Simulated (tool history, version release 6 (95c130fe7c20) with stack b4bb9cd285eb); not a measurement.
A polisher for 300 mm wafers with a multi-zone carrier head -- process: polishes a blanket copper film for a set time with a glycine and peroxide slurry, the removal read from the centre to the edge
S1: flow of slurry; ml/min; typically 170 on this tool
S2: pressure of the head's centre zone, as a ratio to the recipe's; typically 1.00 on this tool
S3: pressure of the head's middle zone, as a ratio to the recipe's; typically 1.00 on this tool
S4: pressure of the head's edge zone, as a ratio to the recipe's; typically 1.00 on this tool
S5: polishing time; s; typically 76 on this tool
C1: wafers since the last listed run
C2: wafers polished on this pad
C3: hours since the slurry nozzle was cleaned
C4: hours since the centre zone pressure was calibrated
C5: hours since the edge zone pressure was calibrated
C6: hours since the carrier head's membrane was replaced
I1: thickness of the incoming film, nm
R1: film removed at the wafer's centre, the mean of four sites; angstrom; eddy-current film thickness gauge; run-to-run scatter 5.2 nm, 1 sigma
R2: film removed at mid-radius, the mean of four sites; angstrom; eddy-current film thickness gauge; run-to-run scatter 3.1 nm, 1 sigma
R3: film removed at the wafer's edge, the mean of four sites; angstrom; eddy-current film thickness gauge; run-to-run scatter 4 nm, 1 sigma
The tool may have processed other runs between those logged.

run	hour	S1	S2	S3	S4	S5	C1	C2	C3	C4	C5	C6	I1	R1	R2	R3
1	0.0	170	1.00	1.00	1.00	76	0	1289	951.9	886.3	738.9	1119.2	1295.5	5189	5095	5119
# hour 4.3: slurry nozzle cleaned
# hour 7.6: worn pad replaced by a new one
# hour 11.6: centre zone pressure recalibrated
2	12.1	170	1.00	1.00	1.00	76	45	19	7.8	0.5	751.0	1131.3	1277.2	5051	5093	5091
# hour 26.4: carrier head's membrane replaced by a new one
3	28.5	155	1.00	1.00	1.00	85	90	110	24.2	16.9	767.4	2.1	1282.5	5487	5602	5626
4	40.6	170	1.00	1.00	1.00	76	96	206	36.3	29.0	779.5	14.2	1293.0	5020	5092	5157
5	57.2	170	1.00	1.00	1.00	76	132	338	52.9	45.6	796.1	30.8	1276.7	5093	5076	5189
6	63.3	170	1.00	0.93	1.00	76	48	387	59.0	51.7	802.2	36.9	1300.0	5019	4866	5066
7	80.0	170	1.00	1.00	1.00	85	132	519	75.7	68.4	818.9	53.6	1311.6	5716	5754	5717
8	95.9	115	0.97	1.00	1.00	76	126	646	91.6	84.3	834.8	69.5	1284.6	4458	4653	4875
9	109.4	170	1.00	0.94	1.00	76	107	753	105.1	97.8	848.3	83.0	1276.8	5084	4972	5094
10	127.3	170	1.07	1.00	1.09	49	142	896	123.0	115.7	866.2	100.9	1296.6	3478	3267	3433
11	138.0	115	1.05	0.94	1.00	76	85	981	133.7	126.4	876.9	111.6	1279.6	4733	4462	4830
# hour 142.4: edge zone pressure recalibrated
# hour 148.9: worn pad replaced by a new one
12	155.4	170	1.00	1.00	1.00	84	90	52	151.1	143.8	13.0	129.0	1297.7	5671	5652	5714
13	165.8	170	0.93	1.00	1.00	76	82	134	161.5	154.2	23.4	139.4	1287.6	4710	5089	5105
14	176.2	170	1.00	1.00	1.00	76	82	217	171.9	164.6	33.8	149.8	1277.0	5210	5123	5067
15	186.8	170	1.09	1.05	1.10	88	84	301	182.5	175.2	44.4	160.4	1276.5	6417	6115	6217
16	199.9	215	1.00	0.91	1.00	76	104	406	195.6	188.3	57.5	173.5	1296.2	5371	5062	5234
17	217.2	170	1.00	1.00	1.00	76	137	543	212.9	205.6	74.8	190.8	1283.3	5072	5109	5027
18	230.8	130	0.91	1.00	1.00	98	108	651	226.5	219.2	88.4	204.4	1278.0	5599	6179	6346
19	243.7	170	1.00	1.00	1.12	98	102	754	239.4	232.1	101.3	217.3	1294.8	6553	6517	6926
20	249.7	170	1.00	1.00	1.10	76	47	802	245.4	238.1	107.3	223.3	1291.1	5128	5102	5367
21	266.2	170	0.88	1.00	1.00	76	131	933	261.9	254.6	123.8	239.8	1292.7	4406	5060	5170
22	282.9	170	1.00	1.00	1.00	76	132	1066	278.6	271.3	140.5	256.5	1283.2	5169	5128	5124

What was the tool's hidden state at every run in the log?
removal rate lost through wear of the pad, %: 0 at every run
slurry flow missing at the pad, %: 0 at every run
deviation of the centre zone's pressure from its setpoint, %: 0 at every run
deviation of the edge zone's pressure from its setpoint, %: 0 at every run
